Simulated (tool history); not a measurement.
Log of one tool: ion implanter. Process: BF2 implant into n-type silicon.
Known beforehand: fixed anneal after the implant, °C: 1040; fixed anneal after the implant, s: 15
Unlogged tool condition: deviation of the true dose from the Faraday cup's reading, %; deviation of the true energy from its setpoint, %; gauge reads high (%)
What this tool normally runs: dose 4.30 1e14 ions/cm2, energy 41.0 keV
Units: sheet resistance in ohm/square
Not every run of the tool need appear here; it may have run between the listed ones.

run,hour,dose,energy,wafers since the last listed run,hours since the last dose calibration,hours since the extraction supply was calibrated,hours since the gauge calibration,"read-back reference wafer on the same gauge, sheet resistance",sheet resistance
1,0.0,4.30,30.0,0,3.7,2394.8,1743.7,270.33,249.72
2,58.4,4.30,30.0,1127,62.1,2453.2,1802.1,270.15,250.92
3,108.4,4.30,41.0,965,112.1,2503.2,1852.1,269.85,241.91
4,157.2,4.30,41.0,942,160.9,2552.0,1900.9,270.32,244.56
5,233.8,4.30,41.0,1479,237.5,2628.6,1977.5,269.88,245.10
6,287.9,4.30,41.0,1044,291.6,2682.7,2031.6,269.92,242.98
7,384.2,4.30,41.0,1859,387.9,2779.0,2127.9,270.28,244.74
8,463.3,4.30,41.0,1527,467.0,2858.1,2207.0,270.00,243.17
9,508.5,4.30,41.0,872,512.2,2903.3,2252.2,269.97,244.22
10,574.3,4.30,41.0,1270,578.0,2969.1,2318.0,270.02,241.96
11,610.6,4.30,41.0,701,614.3,3005.4,2354.3,270.02,243.39
12,685.7,4.30,41.0,1450,689.4,3080.5,2429.4,270.06,243.91
13,781.2,5.32,51.0,1844,784.9,3176.0,2524.9,270.07,199.46
14,854.3,5.32,51.0,1411,858.0,3249.1,2598.0,269.68,199.48
# hour 857.4: gauge calibrated
15,918.0,5.32,51.0,1230,921.7,3312.8,60.6,269.83,201.38
16,1026.0,4.30,41.0,2085,1029.7,3420.8,168.6,269.92,241.31
17,1114.6,4.30,41.0,1711,1118.3,3509.4,257.2,270.00,245.01
# hour 1126.3: extraction supply calibrated
# hour 1175.3: Faraday cup replaced and dose calibrated
18,1184.6,4.63,35.5,1042,9.3,58.3,327.2,270.10,231.45
19,1277.2,5.08,35.5,1788,101.9,150.9,419.8,270.00,213.68

Run 20 has not been measured yet. What should we expect?
20,1377.6,5.04,29.5,1939,202.3,251.3,520.2,?,?

Run 20 produced read-back reference wafer on the same gauge, sheet resistance 270.06, sheet resistance 219.10 ohm/square.
On a tool with no hidden condition, and with the same random variation, this run would have come out at sheet resistance 219.10 ohm/square.

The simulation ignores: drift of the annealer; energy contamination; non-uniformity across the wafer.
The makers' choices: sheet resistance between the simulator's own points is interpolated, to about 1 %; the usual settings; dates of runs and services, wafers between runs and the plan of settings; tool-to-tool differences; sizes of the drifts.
